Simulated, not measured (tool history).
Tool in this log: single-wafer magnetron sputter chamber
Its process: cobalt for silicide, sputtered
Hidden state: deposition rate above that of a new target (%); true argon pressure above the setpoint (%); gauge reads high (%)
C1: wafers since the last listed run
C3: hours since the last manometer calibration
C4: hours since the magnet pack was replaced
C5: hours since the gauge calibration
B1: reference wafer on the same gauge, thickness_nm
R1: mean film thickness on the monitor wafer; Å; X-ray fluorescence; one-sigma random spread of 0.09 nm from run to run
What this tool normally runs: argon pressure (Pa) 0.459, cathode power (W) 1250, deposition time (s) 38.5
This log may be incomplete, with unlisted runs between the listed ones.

{"run": 1, "hour": 0.0, "argon pressure (Pa)": 0.459, "cathode power (W)": 1100, "deposition time (s)": 38.5, "C1": 0, "wafers on the sputter target": 3261, "C3": 1127.4, "C4": 9243.7, "C5": 570.4, "B1": 23.635, "R1": 214.11}
{"run": 2, "hour": 39.6, "argon pressure (Pa)": 0.459, "cathode power (W)": 1100, "deposition time (s)": 38.5, "C1": 762, "wafers on the sputter target": 4023, "C3": 1167, "C4": 9283.3, "C5": 610, "B1": 23.662, "R1": 216.01}
{"run": 3, "hour": 118.7, "argon pressure (Pa)": 0.459, "cathode power (W)": 1100, "deposition time (s)": 38.5, "C1": 1522, "wafers on the sputter target": 5546, "C3": 1246.1, "C4": 9362.4, "C5": 689.1, "B1": 23.655, "R1": 214.34}
{"run": 4, "hour": 147.6, "argon pressure (Pa)": 0.459, "cathode power (W)": 1000, "deposition time (s)": 38.5, "C1": 556, "wafers on the sputter target": 6103, "C3": 1275, "C4": 9391.3, "C5": 718, "B1": 23.672, "R1": 195.29}
{"run": 5, "hour": 194.8, "argon pressure (Pa)": 0.459, "cathode power (W)": 1000, "deposition time (s)": 38.5, "C1": 908, "wafers on the sputter target": 7011, "C3": 1322.2, "C4": 9438.5, "C5": 765.2, "B1": 23.678, "R1": 195.94}
{"run": 6, "hour": 221.1, "argon pressure (Pa)": 0.459, "cathode power (W)": 1250, "deposition time (s)": 38.5, "C1": 506, "wafers on the sputter target": 7518, "C3": 1348.5, "C4": 9464.8, "C5": 791.5, "B1": 23.678, "R1": 244.98}
{"hour": 232.3, "done": "sputter target and shields replaced"}
{"run": 7, "hour": 249.9, "argon pressure (Pa)": 0.459, "cathode power (W)": 1250, "deposition time (s)": 38.5, "C1": 400, "wafers on the sputter target": 339, "C3": 1377.3, "C4": 9493.6, "C5": 820.3, "B1": 23.673, "R1": 243.67}
{"run": 8, "hour": 310.7, "argon pressure (Pa)": 0.459, "cathode power (W)": 1250, "deposition time (s)": 33.7, "C1": 1170, "wafers on the sputter target": 1509, "C3": 1438.1, "C4": 9554.4, "C5": 881.1, "B1": 23.674, "R1": 214.53}
{"hour": 332.4, "done": "magnet pack replaced"}
{"run": 9, "hour": 378.6, "argon pressure (Pa)": 0.459, "cathode power (W)": 1250, "deposition time (s)": 33.7, "C1": 1153, "wafers on the sputter target": 2663, "C3": 1506, "C4": 46.2, "C5": 949, "B1": 23.713, "R1": 214.17}
{"run": 10, "hour": 434.7, "argon pressure (Pa)": 0.459, "cathode power (W)": 1250, "deposition time (s)": 33.7, "C1": 1080, "wafers on the sputter target": 3743, "C3": 1562.1, "C4": 102.3, "C5": 1005.1, "B1": 23.698, "R1": 213.83}
{"hour": 482.6, "done": "capacitance manometer re-zeroed and calibrated"}
{"run": 11, "hour": 498.8, "argon pressure (Pa)": 0.459, "cathode power (W)": 1150, "deposition time (s)": 38.5, "C1": 1080, "wafers on the sputter target": 4823, "C3": 16.2, "C4": 166.4, "C5": 1069.2, "B1": 23.704, "R1": 225.93}
{"run": 12, "hour": 561.0, "argon pressure (Pa)": 0.596, "cathode power (W)": 1250, "deposition time (s)": 30.8, "C1": 1197, "wafers on the sputter target": 6020, "C3": 78.4, "C4": 228.6, "C5": 1131.4, "B1": 23.714, "R1": 187.46}
{"run": 13, "hour": 624.8, "argon pressure (Pa)": 0.459, "cathode power (W)": 1250, "deposition time (s)": 38.5, "C1": 1228, "wafers on the sputter target": 7249, "C3": 142.2, "C4": 292.4, "C5": 1195.2, "B1": 23.725, "R1": 244.75}
{"hour": 631.5, "done": "gauge calibrated"}
{"run": 14, "hour": 659.7, "argon pressure (Pa)": 0.626, "cathode power (W)": 1250, "deposition time (s)": 38.5, "C1": 671, "wafers on the sputter target": 7921, "C3": 177.1, "C4": 327.3, "C5": 28.2, "B1": 23.299, "R1": 228.15}
{"hour": 686.3, "done": "sputter target and shields replaced"}
{"run": 15, "hour": 716.2, "argon pressure (Pa)": 0.374, "cathode power (W)": 1250, "deposition time (s)": 38.5, "C1": 933, "wafers on the sputter target": 575, "C3": 233.6, "C4": 383.8, "C5": 84.7, "B1": 23.341, "R1": 246.66}
{"run": 16, "hour": 747.6, "argon pressure (Pa)": 0.459, "cathode power (W)": 1500, "deposition time (s)": 38.5, "C1": 604, "wafers on the sputter target": 1180, "C3": 265, "C4": 415.2, "C5": 116.1, "B1": 23.407, "R1": 291.74}
{"run": 17, "hour": 793.2, "argon pressure (Pa)": 0.459, "cathode power (W)": 1250, "deposition time (s)": 38.5, "C1": 877, "wafers on the sputter target": 2058, "C3": 310.6, "C4": 460.8, "C5": 161.7, "B1": 23.431, "R1": 240.64}
{"run": 18, "hour": 864.6, "argon pressure (Pa)": 0.583, "cathode power (W)": 1350, "deposition time (s)": 41.6, "C1": 1374, "wafers on the sputter target": 3433, "C3": 382, "C4": 532.2, "C5": 233.1, "B1": 23.456, "R1": 272.11}
{"run": 19, "hour": 924.3, "argon pressure (Pa)": 0.32, "cathode power (W)": 1350, "deposition time (s)": 38.5, "C1": 1149, "wafers on the sputter target": 4582, "C3": 441.7, "C4": 591.9, "C5": 292.8, "B1": 23.5, "R1": 272.18}
{"run": 20, "hour": 968.9, "argon pressure (Pa)": 0.459, "cathode power (W)": 1250, "deposition time (s)": 45, "C1": 858, "wafers on the sputter target": 5441, "C3": 486.3, "C4": 636.5, "C5": 337.4, "B1": 23.509, "R1": 282.1}

Consider 4 possible next runs. They are alternatives, not a sequence: every one starts from the tool as it was left by run 20. What does each give?
{"run": "A", "hour": 969.3, "argon pressure (Pa)": 0.459, "cathode power (W)": 1050, "deposition time (s)": 38.5, "C1": 7, "wafers on the sputter target": 5448, "C3": 486.7, "C4": 636.9, "C5": 337.8, "B1": "?", "R1": "?"}
{"run": "B", "hour": 969.3, "argon pressure (Pa)": 0.563, "cathode power (W)": 1250, "deposition time (s)": 38.5, "C1": 7, "wafers on the sputter target": 5448, "C3": 486.7, "C4": 636.9, "C5": 337.8, "B1": "?", "R1": "?"}
{"run": "C", "hour": 969.3, "argon pressure (Pa)": 0.317, "cathode power (W)": 1450, "deposition time (s)": 38.5, "C1": 7, "wafers on the sputter target": 5448, "C3": 486.7, "C4": 636.9, "C5": 337.8, "B1": "?", "R1": "?"}
{"run": "D", "hour": 969.3, "argon pressure (Pa)": 0.459, "cathode power (W)": 1000, "deposition time (s)": 41.8, "C1": 7, "wafers on the sputter target": 5448, "C3": 486.7, "C4": 636.9, "C5": 337.8, "B1": "?", "R1": "?"}

run=A B1=23.51 R1=203.16
run=B B1=23.51 R1=234.66
run=C B1=23.51 R1=292.54
run=D B1=23.51 R1=210.07
With the hidden condition removed and each run's random variation left untouched, the same runs would have given:
run=A R1=201.34
run=B R1=232.56
run=C R1=289.92
run=D R1=208.19
